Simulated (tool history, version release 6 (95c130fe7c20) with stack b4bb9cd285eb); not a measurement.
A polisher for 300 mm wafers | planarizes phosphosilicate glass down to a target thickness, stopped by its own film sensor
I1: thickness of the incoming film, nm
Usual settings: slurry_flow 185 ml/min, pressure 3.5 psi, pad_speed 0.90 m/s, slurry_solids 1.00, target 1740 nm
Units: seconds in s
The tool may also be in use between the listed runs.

Run 1, hour 0.0: usual settings but target 1838 nm; I1 2291.1. Result: seconds 67.8 s.
Run 2, hour 17.8: usual settings but slurry_flow 205 ml/min; I1 2305.6. Result: seconds 83.1 s.
Run 3, hour 34.6: usual settings but slurry_flow 160 ml/min, pressure 2.5 psi, slurry_solids 1.20; I1 2285.9. Result: seconds 107.3 s.
Run 4, hour 50.0: usual settings but slurry_solids 0.90; I1 2264.8. Result: seconds 86.1 s.
Run 5, hour 71.3: usual settings; I1 2263.2. Result: seconds 78.7 s.
Run 6, hour 88.7: usual settings but slurry_flow 160 ml/min, pressure 2.4 psi; I1 2274.6. Result: seconds 118.7 s.
Run 7, hour 119.6: usual settings but target 1810 nm; I1 2333.8. Result: seconds 80.7 s.
Run 8, hour 133.1: usual settings but target 1869 nm; I1 2289.7. Result: seconds 62.2 s.
Run 9, hour 175.2: usual settings but pressure 4.2 psi; I1 2304.8. Result: seconds 70.6 s.
Run 10, hour 202.1: usual settings but slurry_flow 130 ml/min, pad_speed 0.64 m/s, slurry_solids 1.25, target 1828 nm; I1 2278.8. Result: seconds 82.5 s.
Run 11, hour 214.5: usual settings but slurry_flow 210 ml/min; I1 2247.1. Result: seconds 72.5 s.
Run 12, hour 242.3: usual settings but pressure 2.7 psi; I1 2276.6. Result: seconds 103.5 s.
Run 13, hour 273.6: usual settings; I1 2253.4. Result: seconds 77.6 s.
Run 14, hour 304.0: usual settings but pressure 4.1 psi; I1 2302.7. Result: seconds 72.1 s.
Run 15, hour 327.0: usual settings but pressure 3.0 psi, slurry_solids 1.30; I1 2275.7. Result: seconds 82.8 s.
Run 16, hour 340.9: usual settings; I1 2318.9. Result: seconds 86.0 s.
Run 17, hour 369.7: usual settings but pressure 3.9 psi; I1 2297.3. Result: seconds 74.4 s.
Run 18, hour 393.1: usual settings but pressure 2.7 psi, target 1858 nm; I1 2302.9. Result: seconds 85.9 s.
Run 19, hour 417.6: usual settings but slurry_flow 235 ml/min; I1 2254.2. Result: seconds 73.3 s.
Run 20, hour 446.6: usual settings but pressure 4.3 psi, pad_speed 1.06 m/s; I1 2322.9. Result: seconds 63.2 s.
Run 21, hour 476.1: usual settings; I1 2259.7. Result: seconds 78.8 s.
Run 22, hour 488.2: usual settings but slurry_flow 155 ml/min, pad_speed 0.58 m/s; I1 2292.0. Result: seconds 119.0 s.
Run 23, hour 515.2: usual settings; I1 2261.6. Result: seconds 78.7 s.
Run 24, hour 547.3: usual settings but slurry_flow 125 ml/min, pressure 2.5 psi, target 1647 nm; I1 2333.8. Result: seconds 153.8 s.
Run 25, hour 567.8: usual settings but slurry_flow 140 ml/min, target 1584 nm; I1 2281.4. Result: seconds 110.8 s.

Not shown: 8 entries that the log had between the listed runs. Between which runs, and how does the tool's hidden state differ before and after?
Between runs 1 and 2: slurry nozzle cleaned (hour 16.3)
  no hidden state differs between the two runs
Between runs 5 and 6: conditioning disc replaced and pad reconditioned (hour 78.7)
  no hidden state differs between the two runs
Between runs 8 and 9: slurry blender recalibrated (hour 144.9); head pressure recalibrated (hour 171.6)
  no hidden state differs between the two runs
Between runs 12 and 13: worn pad replaced by a new one (hour 251.8)
  no hidden state differs between the two runs
Between runs 15 and 16: conditioning disc replaced and pad reconditioned (hour 332.5)
  no hidden state differs between the two runs
Between runs 19 and 20: slurry blender recalibrated (hour 441.8)
  no hidden state differs between the two runs
Between runs 20 and 21: worn pad replaced by a new one (hour 466.8)
  no hidden state differs between the two runs
